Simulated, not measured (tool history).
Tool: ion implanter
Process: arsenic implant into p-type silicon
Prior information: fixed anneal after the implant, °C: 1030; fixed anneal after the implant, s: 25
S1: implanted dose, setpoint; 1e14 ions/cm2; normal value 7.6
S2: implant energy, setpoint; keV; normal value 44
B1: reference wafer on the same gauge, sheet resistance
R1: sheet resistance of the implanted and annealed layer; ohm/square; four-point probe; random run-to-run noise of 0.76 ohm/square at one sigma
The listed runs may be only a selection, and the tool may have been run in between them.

{"run": 1, "day": 0.0, "S1": 7.6, "S2": 44, "B1": 105.12, "R1": 127.51}
{"run": 2, "day": 2.308, "S1": 7.6, "S2": 44, "B1": 105.03, "R1": 126.76}
{"run": 3, "day": 5.146, "S1": 8.42, "S2": 44, "B1": 104.89, "R1": 117.45}
{"day": 6.833, "done": "Faraday cup replaced and dose calibrated"}
{"run": 4, "day": 8.571, "S1": 7.6, "S2": 44, "B1": 105.14, "R1": 130.2}
{"run": 5, "day": 12.862, "S1": 7.6, "S2": 44, "B1": 105.01, "R1": 127.56}
{"run": 6, "day": 14.408, "S1": 7.6, "S2": 44, "B1": 104.72, "R1": 128.09}
{"run": 7, "day": 16.042, "S1": 7.6, "S2": 44, "B1": 105.06, "R1": 127.07}
{"day": 18.708, "done": "extraction supply calibrated"}
{"run": 8, "day": 20.167, "S1": 7.6, "S2": 44, "B1": 104.9, "R1": 126.85}
{"run": 9, "day": 23.179, "S1": 8.36, "S2": 33.5, "B1": 104.95, "R1": 124.25}
{"run": 10, "day": 28.675, "S1": 8.36, "S2": 33.5, "B1": 105.2, "R1": 121.83}
{"day": 31.325, "done": "Faraday cup replaced and dose calibrated"}
{"run": 11, "day": 31.721, "S1": 8.36, "S2": 33.5, "B1": 105.01, "R1": 126.12}
{"run": 12, "day": 35.375, "S1": 7.6, "S2": 44, "B1": 104.82, "R1": 128.54}
{"run": 13, "day": 38.662, "S1": 7.6, "S2": 44, "B1": 105.09, "R1": 125.85}
{"run": 14, "day": 41.167, "S1": 7.6, "S2": 44, "B1": 105.11, "R1": 127.48}
{"run": 15, "day": 45.446, "S1": 7.6, "S2": 44, "B1": 104.84, "R1": 126.09}
{"day": 47.596, "done": "gauge calibrated"}
{"run": 16, "day": 48.996, "S1": 7.6, "S2": 32, "B1": 104.77, "R1": 132.41}
{"run": 17, "day": 51.442, "S1": 7.6, "S2": 32, "B1": 104.96, "R1": 131.63}
{"day": 52.258, "done": "Faraday cup replaced and dose calibrated"}
{"run": 18, "day": 54.325, "S1": 5.44, "S2": 57, "B1": 105.09, "R1": 162.53}
{"run": 19, "day": 58.362, "S1": 8.82, "S2": 33.5, "B1": 104.8, "R1": 120.62}
{"run": 20, "day": 60.242, "S1": 7.6, "S2": 48.5, "B1": 105.08, "R1": 127.13}
{"run": 21, "day": 61.821, "S1": 7.6, "S2": 44, "B1": 104.94, "R1": 127.77}
{"run": 22, "day": 64.083, "S1": 7.6, "S2": 44, "B1": 105.03, "R1": 128.35}
{"run": 23, "day": 67.771, "S1": 9.28, "S2": 31.5, "B1": 105.23, "R1": 116.36}
{"run": 24, "day": 70.379, "S1": 9.49, "S2": 31.5, "B1": 104.89, "R1": 113.48}
{"run": 25, "day": 72.271, "S1": 8.38, "S2": 51.5, "B1": 104.92, "R1": 114.34}
{"run": 26, "day": 73.979, "S1": 5.44, "S2": 44, "B1": 104.96, "R1": 160.99}
{"day": 74.4, "done": "Faraday cup replaced and dose calibrated"}
{"run": 27, "day": 78.042, "S1": 7.6, "S2": 30, "B1": 105.12, "R1": 137.62}
{"run": 28, "day": 79.725, "S1": 7.6, "S2": 44, "B1": 104.96, "R1": 129.24}
{"run": 29, "day": 82.538, "S1": 7.6, "S2": 44, "B1": 104.97, "R1": 130.59}
{"run": 30, "day": 84.904, "S1": 8.88, "S2": 59, "B1": 104.95, "R1": 110.1}
{"run": 31, "day": 87.688, "S1": 5.79, "S2": 54.5, "B1": 104.93, "R1": 152.19}
{"run": 32, "day": 90.746, "S1": 9.09, "S2": 58.5, "B1": 104.81, "R1": 107.53}
{"run": 33, "day": 93.025, "S1": 6.51, "S2": 58, "B1": 105.07, "R1": 138.35}
{"run": 34, "day": 95.575, "S1": 8.35, "S2": 55.5, "B1": 105.08, "R1": 114.79}
{"run": 35, "day": 99.433, "S1": 5.72, "S2": 57, "B1": 105.25, "R1": 150.07}
{"day": 99.925, "done": "Faraday cup replaced and dose calibrated"}
{"run": 36, "day": 101.546, "S1": 7.6, "S2": 54, "B1": 105.33, "R1": 125.97}
{"run": 37, "day": 103.188, "S1": 7.6, "S2": 50, "B1": 104.94, "R1": 127.73}

Alternative continuations, all from the tool just after run 37; predict every row:
{"run": "A", "day": 103.204, "S1": 7.6, "S2": 44, "B1": "?", "R1": "?"}
{"run": "B", "day": 103.204, "S1": 8.89, "S2": 36.5, "B1": "?", "R1": "?"}
{"run": "C", "day": 103.204, "S1": 6.96, "S2": 32.5, "B1": "?", "R1": "?"}
{"run": "D", "day": 103.204, "S1": 8.41, "S2": 36, "B1": "?", "R1": "?"}

run=A B1=105.11 R1=129.1
run=B B1=105.11 R1=118.5
run=C B1=105.11 R1=144.02
run=D B1=105.11 R1=123.53
Without the tool's unlogged condition, the same runs would have read:
run=A R1=130.28
run=B R1=119.54
run=C R1=145.35
run=D R1=124.62
